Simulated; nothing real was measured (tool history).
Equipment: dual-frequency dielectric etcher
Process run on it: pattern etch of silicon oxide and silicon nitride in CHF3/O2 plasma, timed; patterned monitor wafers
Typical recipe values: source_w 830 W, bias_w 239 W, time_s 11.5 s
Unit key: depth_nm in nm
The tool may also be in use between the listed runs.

| run | hour | source_w | bias_w | time_s | read-back reference wafer on the same gauge, depth_nm | depth_nm |
|---|---|---|---|---|---|---|
| 1 | 0.0 | 830 | 239 | 10.0 | 20.89 | 17.19 |
| 2 | 14.4 | 830 | 239 | 9.5 | 20.91 | 16.33 |
| 3 | 36.1 | 830 | 239 | 9.5 | 20.90 | 16.31 |
| 4 | 55.0 | 830 | 239 | 9.5 | 20.90 | 16.22 |
| 5 | 80.3 | 830 | 239 | 11.5 | 20.90 | 19.77 |
| 6 | 102.9 | 830 | 239 | 11.5 | 20.91 | 19.87 |
| 7 | 138.2 | 1000 | 203 | 14.0 | 20.88 | 24.47 |
| 8 | 153.8 | 830 | 213 | 9.5 | 20.89 | 15.68 |
|  | 196.7 | upper electrode replaced |
| 9 | 197.2 | 830 | 211 | 10.0 | 20.90 | 16.49 |
| 10 | 206.0 | 830 | 239 | 11.5 | 20.88 | 19.60 |
| 11 | 223.3 | 830 | 286 | 11.5 | 20.91 | 20.87 |
| 12 | 251.7 | 1030 | 239 | 9.5 | 20.89 | 17.55 |
| 13 | 266.8 | 890 | 298 | 10.0 | 20.89 | 18.81 |
|  | 277.7 | bias power generator calibrated |
| 14 | 279.4 | 830 | 265 | 9.5 | 20.90 | 16.76 |
| 15 | 309.1 | 830 | 213 | 9.5 | 20.89 | 15.63 |
|  | 320.5 | gauge calibrated |
|  | 346.6 | wet clean of the chamber |
| 16 | 347.1 | 830 | 239 | 13.0 | 20.90 | 22.72 |
| 17 | 361.1 | 1040 | 239 | 11.5 | 20.90 | 21.72 |
| 18 | 377.1 | 670 | 190 | 13.5 | 20.91 | 20.21 |
|  | 402.2 | source power generator calibrated |
| 19 | 410.4 | 880 | 239 | 11.5 | 20.90 | 20.45 |
| 20 | 424.0 | 830 | 239 | 11.5 | 20.92 | 19.87 |
| 21 | 459.5 | 830 | 239 | 14.0 | 20.89 | 24.19 |
| 22 | 495.1 | 830 | 179 | 11.5 | 20.92 | 18.07 |
| 23 | 520.0 | 830 | 285 | 11.5 | 20.88 | 21.15 |
| 24 | 542.8 | 660 | 239 | 13.0 | 20.91 | 20.59 |
| 25 | 576.5 | 830 | 278 | 11.5 | 20.92 | 20.73 |
| 26 | 611.3 | 650 | 239 | 11.5 | 20.89 | 18.19 |
| 27 | 645.2 | 650 | 217 | 8.5 | 20.90 | 12.97 |
| 28 | 658.6 | 830 | 239 | 11.5 | 20.91 | 19.79 |
| 29 | 684.2 | 830 | 200 | 11.5 | 20.90 | 18.69 |

Branching from run 29: 5 alternative next runs. What would each branch give?
| A | 684.6 | 830 | 239 | 11.5 | ? | ? |
| B | 684.6 | 770 | 200 | 8.5 | ? | ? |
| C | 684.6 | 830 | 239 | 14.5 | ? | ? |
| D | 684.6 | 670 | 239 | 8.5 | ? | ? |
| E | 684.6 | 830 | 239 | 8.0 | ? | ? |

| run | read-back reference wafer on the same gauge, depth_nm | depth_nm |
|---|---|---|
| A | 20.88 | 19.76 |
| B | 20.88 | 13.43 |
| C | 20.88 | 24.92 |
| D | 20.88 | 13.48 |
| E | 20.88 | 13.75 |
With no hidden state in the tool, these same runs would have given:
| run | depth_nm |
|---|---|
| A | 19.99 |
| B | 13.58 |
| C | 25.21 |
| D | 13.63 |
| E | 13.91 |

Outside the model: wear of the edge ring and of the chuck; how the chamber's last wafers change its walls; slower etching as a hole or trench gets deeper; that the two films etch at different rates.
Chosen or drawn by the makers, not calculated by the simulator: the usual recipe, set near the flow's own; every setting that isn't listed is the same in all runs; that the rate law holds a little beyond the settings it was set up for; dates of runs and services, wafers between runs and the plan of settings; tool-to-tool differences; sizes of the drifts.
